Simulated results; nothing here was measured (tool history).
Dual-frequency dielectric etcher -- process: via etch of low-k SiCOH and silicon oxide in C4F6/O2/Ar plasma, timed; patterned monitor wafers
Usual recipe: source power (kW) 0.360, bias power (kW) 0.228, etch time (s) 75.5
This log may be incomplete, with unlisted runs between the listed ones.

run     day  source power (kW)  bias power (kW)  etch time (s)  wafers since the last listed run  hours since the last wet clean  hours since the last source power generator calibration  hours since the last bias power generator calibration  hours since the last upper electrode change  hours since the gauge calibration  read-back reference wafer on the same gauge, depth_nm  mean etch depth across the wafer (angstrom)
  1   0.000              0.360            0.228           75.5                                 0                           369.2                                                   2654.9                                                 1581.9                                       3717.2                              219.5                                                  261.0                                         2484
      0.792  -- wet clean of the chamber
  2   1.738              0.360            0.228           75.5                               296                            22.7                                                   2696.6                                                 1623.6                                       3758.9                              261.2                                                  260.7                                         2415
  3   5.654              0.360            0.228           75.5                              1226                           116.7                                                   2790.6                                                 1717.6                                       3852.9                              355.2                                                  260.9                                         2448
  4   9.396              0.360            0.252           58.0                              1172                           206.5                                                   2880.4                                                 1807.4                                       3942.7                              445.0                                                  261.0                                         1928
  5  12.842              0.360            0.252           58.0                              1079                           289.2                                                   2963.1                                                 1890.1                                       4025.4                              527.7                                                  261.0                                         1949
     14.275  -- wet clean of the chamber
  6  16.871              0.360            0.252           58.0                               948                            62.3                                                   3059.8                                                 1986.8                                       4122.1                              624.4                                                  260.9                                         1791
  7  19.438              0.360            0.228           75.5                               804                           123.9                                                   3121.4                                                 2048.4                                       4183.7                              686.0                                                  261.2                                         2276
  8  21.792              0.360            0.228           75.5                               737                           180.4                                                   3177.9                                                 2104.9                                       4240.2                              742.5                                                  261.1                                         2259
     26.308  -- wet clean of the chamber, repeated, since the last time left the tool worse
  9  26.329              0.360            0.228           75.5                              1108                             0.5                                                   3286.8                                                 2213.8                                       4349.1                              851.4                                                  261.1                                         2421
 10  28.550              0.360            0.228           75.5                               695                            53.8                                                   3340.1                                                 2267.1                                       4402.4                              904.7                                                  260.7                                         2418
     31.312  -- bias power generator calibrated
 11  31.596              0.360            0.228           75.5                               901                           126.9                                                   3413.2                                                    6.8                                       4475.5                              977.8                                                  260.6                                         2441
 12  34.333              0.360            0.228           75.5                               857                           192.6                                                   3478.9                                                   72.5                                       4541.2                             1043.5                                                  261.2                                         2479
     35.312  -- source power generator calibrated
 13  36.471              0.360            0.228           75.5                               617                           243.9                                                     27.8                                                  123.8                                       4592.5                             1094.8                                                  261.2                                         2478
     37.246  -- gauge calibrated
     39.867  -- upper electrode replaced
     41.758  -- wet clean of the chamber
 14  44.325              0.440            0.228           75.5                              1833                            61.6                                                    216.3                                                  312.3                                        107.0                              169.9                                                  260.8                                         2613
 15  47.629              0.290            0.281           68.0                              1035                           140.9                                                    295.6                                                  391.6                                        186.3                              249.2                                                  261.0                                         2144
 16  50.867              0.300            0.228           56.0                              1014                           218.6                                                    373.3                                                  469.3                                        264.0                              326.9                                                  261.0                                         1706
 17  55.150              0.360            0.228           75.5                              1341                           321.4                                                    476.1                                                  572.1                                        366.8                              429.7                                                  260.9                                         2451
     56.254  -- wet clean of the chamber
 18  56.867              0.430            0.270           86.0                               224                            14.7                                                    517.3                                                  613.3                                        408.0                              470.9                                                  260.9                                         3022
 19  60.929              0.360            0.228           75.5                              1272                           112.2                                                    614.8                                                  710.8                                        505.5                              568.4                                                  260.8                                         2400
 20  65.300              0.390            0.191           88.5                              1369                           217.1                                                    719.7                                                  815.7                                        610.4                              673.3                                                  260.8                                         2881
 21  68.796              0.360            0.228           89.5                              1095                           301.0                                                    803.6                                                  899.6                                        694.3                              757.2                                                  261.4                                         2924
     69.804  -- wet clean of the chamber
 22  72.062              0.360            0.228           75.5                               710                            54.2                                                    882.0                                                  978.0                                        772.7                              835.6                                                  260.9                                         2452
 23  73.817              0.360            0.228           84.0                               549                            96.3                                                    924.1                                                 1020.1                                        814.8                              877.7                                                  261.3                                         2706
 24  75.350              0.360            0.228           75.5                               480                           133.1                                                    960.9                                                 1056.9                                        851.6                              914.5                                                  260.9                                         2470
 25  79.021              0.420            0.256           94.0                              1149                           221.2                                                   1049.0                                                 1145.0                                        939.7                             1002.6                                                  261.2                                         3343

Table of differences, measured result less the result of that run with no hidden state. Run-to-run variation is the same in both. Gauge scatter possibly is not:
Hidden state present: etch rate over this chamber's usual, %; source power that arrives over what is set, %; bias power that arrives over what is set, %; gauge reads high (%).
run  mean etch depth across the wafer (angstrom)
  1                                          +84
  2                                           +3
  3                                          +27
  4                                          +39
  5                                          +56
  6                                         -120
  7                                         -136
  8                                         -119
  9                                           +5
 10                                          +18
 11                                          +37
 12                                          +54
 13                                          +67
 14                                          +10
 15                                          +26
 16                                          +34
 17                                          +75
 18                                          -14
 19                                          +13
 20                                          +46
 21                                          +72
 22                                          +24
 23                                          +38
 24                                          +45
 25                                          +90

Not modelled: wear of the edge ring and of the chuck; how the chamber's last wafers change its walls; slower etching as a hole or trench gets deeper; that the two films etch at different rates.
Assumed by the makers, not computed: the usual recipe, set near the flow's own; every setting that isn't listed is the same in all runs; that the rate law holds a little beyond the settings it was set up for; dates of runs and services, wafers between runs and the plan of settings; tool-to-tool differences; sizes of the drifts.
